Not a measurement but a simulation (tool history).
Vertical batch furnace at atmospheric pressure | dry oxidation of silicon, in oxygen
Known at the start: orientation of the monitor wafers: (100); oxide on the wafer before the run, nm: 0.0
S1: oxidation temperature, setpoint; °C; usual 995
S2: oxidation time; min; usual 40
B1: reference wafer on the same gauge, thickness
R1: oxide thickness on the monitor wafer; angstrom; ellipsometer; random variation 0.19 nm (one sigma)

{"run": 1, "hour": 0.0, "S1": 988, "S2": 26, "B1": 43.12, "R1": 276.5}
{"run": 2, "hour": 24.0, "S1": 988, "S2": 26, "B1": 43.14, "R1": 280.2}
{"run": 3, "hour": 48.9, "S1": 995, "S2": 40, "B1": 43.11, "R1": 383.1}
{"run": 4, "hour": 63.1, "S1": 995, "S2": 40, "B1": 43.06, "R1": 383}
{"run": 5, "hour": 89.1, "S1": 995, "S2": 40, "B1": 43.09, "R1": 383.2}
{"run": 6, "hour": 101.5, "S1": 995, "S2": 40, "B1": 43.07, "R1": 383}
{"run": 7, "hour": 133.8, "S1": 995, "S2": 40, "B1": 43.07, "R1": 379.4}
{"run": 8, "hour": 160.9, "S1": 995, "S2": 40, "B1": 43.13, "R1": 384.8}
{"run": 9, "hour": 196.6, "S1": 995, "S2": 40, "B1": 43.13, "R1": 381.3}
{"run": 10, "hour": 223.4, "S1": 995, "S2": 40, "B1": 43.06, "R1": 383.7}
{"run": 11, "hour": 251.2, "S1": 995, "S2": 40, "B1": 43.13, "R1": 383.1}
{"run": 12, "hour": 281.3, "S1": 995, "S2": 40, "B1": 43.11, "R1": 380.9}
{"run": 13, "hour": 315.1, "S1": 995, "S2": 40, "B1": 43.08, "R1": 380.6}
{"run": 14, "hour": 335.5, "S1": 995, "S2": 40, "B1": 43.12, "R1": 383.6}
{"run": 15, "hour": 352.8, "S1": 973, "S2": 53.5, "B1": 43.13, "R1": 375.2}
{"run": 16, "hour": 377.3, "S1": 1016, "S2": 34, "B1": 43.14, "R1": 427.1}
{"run": 17, "hour": 409.6, "S1": 995, "S2": 33, "B1": 43.05, "R1": 341.5}
{"run": 18, "hour": 434.2, "S1": 1006, "S2": 40, "B1": 43.08, "R1": 423.3}
{"hour": 487.8, "done": "boat lift adjusted"}
{"run": 19, "hour": 521.6, "S1": 985, "S2": 30, "B1": 43.05, "R1": 293.1}
{"hour": 533.3, "done": "gauge calibrated"}
{"run": 20, "hour": 544.9, "S1": 995, "S2": 40, "B1": 43.1, "R1": 380.3}
{"run": 21, "hour": 590.7, "S1": 1013, "S2": 30.5, "B1": 43.15, "R1": 387.9}
{"run": 22, "hour": 618.7, "S1": 1018, "S2": 28, "B1": 43.1, "R1": 384.9}
{"run": 23, "hour": 645.3, "S1": 1008, "S2": 53.5, "B1": 43.13, "R1": 521.9}
{"hour": 678.6, "done": "thermocouples replaced and temperature profile calibrated"}
{"run": 24, "hour": 679.1, "S1": 1004, "S2": 40, "B1": 43.09, "R1": 419.5}
{"run": 25, "hour": 682.9, "S1": 995, "S2": 40, "B1": 43.12, "R1": 380.8}
{"run": 26, "hour": 714.4, "S1": 1003, "S2": 28, "B1": 43.1, "R1": 338.7}
{"run": 27, "hour": 734.4, "S1": 1007, "S2": 20, "B1": 43.15, "R1": 289.4}
{"run": 28, "hour": 767.7, "S1": 974, "S2": 20.5, "B1": 43.12, "R1": 211.3}
{"run": 29, "hour": 794.2, "S1": 1003, "S2": 24, "B1": 43.16, "R1": 308.4}
{"run": 30, "hour": 813.3, "S1": 1020, "S2": 30.5, "B1": 43.12, "R1": 407.1}
{"run": 31, "hour": 834.9, "S1": 1006, "S2": 29.5, "B1": 43.11, "R1": 358.5}
{"run": 32, "hour": 859.9, "S1": 1003, "S2": 50, "B1": 43.12, "R1": 472.3}
{"run": 33, "hour": 893.0, "S1": 1002, "S2": 54, "B1": 43.07, "R1": 494.1}
{"run": 34, "hour": 922.5, "S1": 984, "S2": 46.5, "B1": 43.05, "R1": 378.5}
{"run": 35, "hour": 976.8, "S1": 995, "S2": 40, "B1": 43.07, "R1": 383.8}
{"run": 36, "hour": 995.5, "S1": 995, "S2": 40, "B1": 43.08, "R1": 380.1}
{"run": 37, "hour": 1015.5, "S1": 995, "S2": 40, "B1": 43.09, "R1": 383.7}
{"run": 38, "hour": 1050.3, "S1": 984, "S2": 40, "B1": 43.12, "R1": 345.1}

5 ways to go on from here, each from the tool as it stands after run 38. What would each give?
{"run": "A", "hour": 1054.2, "S1": 995, "S2": 40, "B1": "?", "R1": "?"}
{"run": "B", "hour": 1054.2, "S1": 1012, "S2": 27.5, "B1": "?", "R1": "?"}
{"run": "C", "hour": 1054.2, "S1": 995, "S2": 52, "B1": "?", "R1": "?"}
{"run": "D", "hour": 1054.2, "S1": 975, "S2": 57.5, "B1": "?", "R1": "?"}
{"run": "E", "hour": 1054.2, "S1": 979, "S2": 49, "B1": "?", "R1": "?"}

run=A B1=43.11 R1=381.2
run=B B1=43.11 R1=360.9
run=C B1=43.11 R1=447.9
run=D B1=43.11 R1=398.6
run=E B1=43.11 R1=371.4
Without the tool's hidden state the same runs would have given:
run=A R1=381.2
run=B R1=360.9
run=C R1=447.9
run=D R1=398.6
run=E R1=371.4
